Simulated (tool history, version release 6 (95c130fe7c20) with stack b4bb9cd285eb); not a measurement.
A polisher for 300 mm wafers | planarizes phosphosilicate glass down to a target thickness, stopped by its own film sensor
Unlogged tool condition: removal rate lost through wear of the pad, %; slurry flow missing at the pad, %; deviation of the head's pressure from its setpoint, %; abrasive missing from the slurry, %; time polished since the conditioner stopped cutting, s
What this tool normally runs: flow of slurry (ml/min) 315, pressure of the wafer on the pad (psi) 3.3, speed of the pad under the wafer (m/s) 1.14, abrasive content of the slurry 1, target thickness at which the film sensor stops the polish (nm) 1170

run	hour	flow of slurry (ml/min)	pressure of the wafer on the pad (psi)	speed of the pad under the wafer (m/s)	abrasive content of the slurry	target thickness at which the film sensor stops the polish (nm)	wafers since the last listed run	wafers polished on this pad	hours since the slurry nozzle was cleaned	hours since the head pressure was calibrated	hours since the slurry blender was calibrated	hours since the conditioning disc was replaced	incoming thickness of the incoming film, nm	time until the film sensor stopped the polish (s)
1	0	315	3.9	1.14	0.9	1170	0	1657	430.7	607.9	26.4	75.4	2229.7	105.5
# hour 23.7: slurry nozzle cleaned
2	27.2	315	3.3	1.14	1	1170	185	1842	3.5	635.1	53.6	102.6	2226.1	118.2
# hour 56.6: worn pad replaced by a new one
3	90.2	315	3.3	1.14	1	1170	418	238	66.5	698.1	116.6	165.6	2194.7	98.2
4	136.6	315	3.3	1.14	1	1170	328	567	112.9	744.5	163	212	2203.2	104.7
5	171.2	315	3.3	1.14	1	1170	245	812	147.5	779.1	197.6	246.6	2195.6	101.6
6	237.4	315	3.3	1.14	1	1170	469	1281	213.7	845.3	263.8	312.8	2164.2	106.2
7	268.8	315	3.3	1.14	1	1170	222	1503	245.1	876.7	295.2	344.2	2242.6	115.5
# hour 287.3: slurry blender recalibrated
# hour 295.2: conditioning disc replaced and pad reconditioned
# hour 296: worn pad replaced by a new one
8	308.9	315	3.3	1.14	1	1170	250	91	285.2	916.8	21.6	13.7	2190.5	94.2
# hour 371.9: head pressure recalibrated
# hour 393.6: slurry nozzle cleaned
9	487	315	3.3	1.14	1	1170	1240	1331	93.4	115.1	199.7	191.8	2195.1	114
10	526.8	315	3.3	1.42	1	1170	282	1614	133.2	154.9	239.5	231.6	2205.9	98.4
# hour 582.1: worn pad replaced by a new one
11	589.3	315	3.3	1.42	1	1170	414	50	195.7	217.4	302	294.1	2167.4	81.9
# hour 621.5: slurry blender recalibrated
12	622	315	3.3	1.14	1	1170	217	268	228.4	250.1	0.5	326.8	2180.5	98
13	687.6	315	2.1	1.14	1	1170	464	733	294	315.7	66.1	392.4	2234.2	146.6
14	739.4	350	4.5	1.4	1.15	1170	367	1100	345.8	367.5	117.9	444.2	2189	67
# hour 776.8: conditioning disc replaced and pad reconditioned
15	795.9	315	3.3	1.14	1	1170	386	1486	402.3	424	174.4	19.1	2207.5	112.2
# hour 817.1: slurry nozzle cleaned
16	827.4	315	2.7	1.14	1	1170	216	1702	10.3	455.5	205.9	50.6	2232	134.8
# hour 873.4: worn pad replaced by a new one
17	896.1	315	3.3	1.14	1	1170	458	160	79	524.2	274.6	119.3	2185.4	97.1
18	946.4	315	3.3	1.14	1	1170	356	516	129.3	574.5	324.9	169.6	2176.3	98.3
# hour 971.2: slurry blender recalibrated
19	1015.8	315	4	1.14	1	1038	477	994	198.7	643.9	44.6	239	2232.9	109.4
20	1061.8	370	3.3	0.78	1.25	1170	325	1320	244.7	689.9	90.6	285	2204.8	123.6
21	1099.2	315	3.3	1.14	1	1170	265	1585	282.1	727.3	128	322.4	2162	107.6
22	1132.3	345	3.3	1.14	1	872	234	1820	315.2	760.4	161.1	355.5	2214.1	145
# hour 1142: worn pad replaced by a new one
23	1158.2	315	3.3	1.46	1	896	155	114	341.1	786.3	187	381.4	2203.6	100.3
24	1188.7	260	4.3	1.14	1.1	1170	216	331	371.6	816.8	217.5	411.9	2217.9	79.5
# hour 1237: slurry nozzle cleaned
# hour 1238.5: conditioning disc replaced and pad reconditioned
25	1241.9	315	3.3	1.14	1	1170	359	690	4.9	870	270.7	3.4	2218.3	102.1

4 options for the next run, each taken on its own from the tool as it stands now. Forecast them:
A	1242.3	315	3.3	1.14	1	1170	2	693	5.3	870.4	271.1	3.8	2163.8	?
B	1242.3	225	3.3	1.52	1.25	866	2	693	5.3	870.4	271.1	3.8	2163.8	?
C	1242.3	315	3.3	1.14	1	989	2	693	5.3	870.4	271.1	3.8	2163.8	?
D	1242.3	315	2.5	1.44	1	1309	2	693	5.3	870.4	271.1	3.8	2163.8	?

run	time until the film sensor stopped the polish (s)
A	96.6
B	90.6
C	114.2
D	83.2
With no hidden state in the tool, these same runs would have given:
run	time until the film sensor stopped the polish (s)
A	98.8
B	92.7
C	116.8
D	85.1
